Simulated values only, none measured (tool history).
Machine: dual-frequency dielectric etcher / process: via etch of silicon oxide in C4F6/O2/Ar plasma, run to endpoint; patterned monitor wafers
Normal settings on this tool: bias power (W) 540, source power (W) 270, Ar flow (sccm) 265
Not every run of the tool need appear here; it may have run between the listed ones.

| run | day | bias power (W) | source power (W) | Ar flow (sccm) | incoming incoming film thickness, nm | endpoint time (s) |
|---|---|---|---|---|---|---|
| 1 | 0 | 540 | 270 | 265 | 87.8 | 20.9 |
| 2 | 2.021 | 540 | 270 | 265 | 86.5 | 20.4 |
| 3 | 4.425 | 540 | 270 | 265 | 87.7 | 20.9 |
| 4 | 6.488 | 540 | 270 | 265 | 86.9 | 20.7 |
| 5 | 8.871 | 540 | 270 | 265 | 87.3 | 20.8 |
|  | 9.904 | wet clean of the chamber |
| 6 | 11.192 | 540 | 270 | 265 | 87.9 | 21 |
| 7 | 13.583 | 540 | 270 | 265 | 88.1 | 20.9 |
|  | 14.921 | Ar flow controller replaced |
|  | 15.362 | upper electrode replaced |
| 8 | 15.629 | 647 | 250 | 228 | 88.1 | 19.2 |
| 9 | 17.317 | 540 | 270 | 265 | 88.1 | 21 |
| 10 | 19.421 | 540 | 270 | 265 | 86.7 | 20.9 |
|  | 19.675 | bias power generator calibrated |
| 11 | 20.642 | 540 | 320 | 265 | 87.9 | 19.5 |
| 12 | 23.271 | 540 | 270 | 265 | 88.2 | 20.4 |
| 13 | 24.967 | 540 | 270 | 325 | 88.2 | 20.9 |
|  | 25.3 | source power generator calibrated |
| 14 | 26.058 | 540 | 270 | 236 | 86.5 | 20.1 |
| 15 | 27.896 | 540 | 270 | 265 | 88.1 | 20.5 |
| 16 | 30.633 | 666 | 250 | 308 | 87.6 | 18.7 |
| 17 | 32.075 | 666 | 250 | 308 | 87.2 | 18.6 |
|  | 33.821 | wet clean of the chamber |
| 18 | 34.642 | 540 | 220 | 321 | 88.1 | 21.9 |
| 19 | 37.638 | 609 | 220 | 231 | 87.8 | 19.8 |
| 20 | 40.3 | 472 | 240 | 207 | 88.5 | 22.8 |
| 21 | 42.983 | 587 | 270 | 213 | 87.2 | 19 |
| 22 | 45.029 | 540 | 270 | 265 | 88 | 20.6 |
| 23 | 46.938 | 453 | 320 | 326 | 86.8 | 22 |
| 24 | 49.571 | 580 | 240 | 328 | 87.6 | 20.6 |
| 25 | 52.004 | 540 | 270 | 229 | 87.6 | 20.2 |
| 26 | 54.467 | 540 | 270 | 265 | 88.2 | 20.7 |
|  | 56.238 | wet clean of the chamber |
| 27 | 56.258 | 458 | 210 | 299 | 86.7 | 24 |
| 28 | 57.496 | 470 | 230 | 204 | 87.2 | 22.6 |
| 29 | 58.929 | 490 | 220 | 290 | 87.8 | 22.8 |
| 30 | 60.333 | 610 | 230 | 214 | 87.2 | 19.3 |

Some steps in endpoint time (s), run to run, broken into two amounts with sign: the step expected even without the hidden condition (settings, incoming material, random variation), and the rest, left for the hidden condition together with whatever gauge scatter is not in both the measured and the hidden-condition-free result:
The tool's hidden condition here consists of: etch rate over this chamber's usual, %; bias power that arrives over what is set, %; source power that arrives over what is set, %; Ar flow that arrives over what is set, %.
Run 1 -> 2: settings left as they were, no log entry in between. endpoint time (s) -0.5: hidden state +0.1, all else -0.6.
Run 2 -> 3: settings left as they were, no log entry in between. endpoint time (s) +0.5: hidden state +0.1, all else +0.4.
Run 10 -> 11: source power (W) 270 -> 320, bias power generator calibrated. endpoint time (s) -1.4: hidden state -0.6, all else -0.8.
Run 20 -> 21: bias power (W) 472 -> 587, source power (W) 240 -> 270, Ar flow (sccm) 207 -> 213. endpoint time (s) -3.8: hidden state -0.1, all else -3.7.
Run 26 -> 27: bias power (W) 540 -> 458, source power (W) 270 -> 210, Ar flow (sccm) 265 -> 299, wet clean of the chamber. endpoint time (s) +3.3: hidden state +0.1, all else +3.2.
Run 29 -> 30: bias power (W) 490 -> 610, source power (W) 220 -> 230, Ar flow (sccm) 290 -> 214. endpoint time (s) -3.5: hidden state +0.1, all else -3.6.

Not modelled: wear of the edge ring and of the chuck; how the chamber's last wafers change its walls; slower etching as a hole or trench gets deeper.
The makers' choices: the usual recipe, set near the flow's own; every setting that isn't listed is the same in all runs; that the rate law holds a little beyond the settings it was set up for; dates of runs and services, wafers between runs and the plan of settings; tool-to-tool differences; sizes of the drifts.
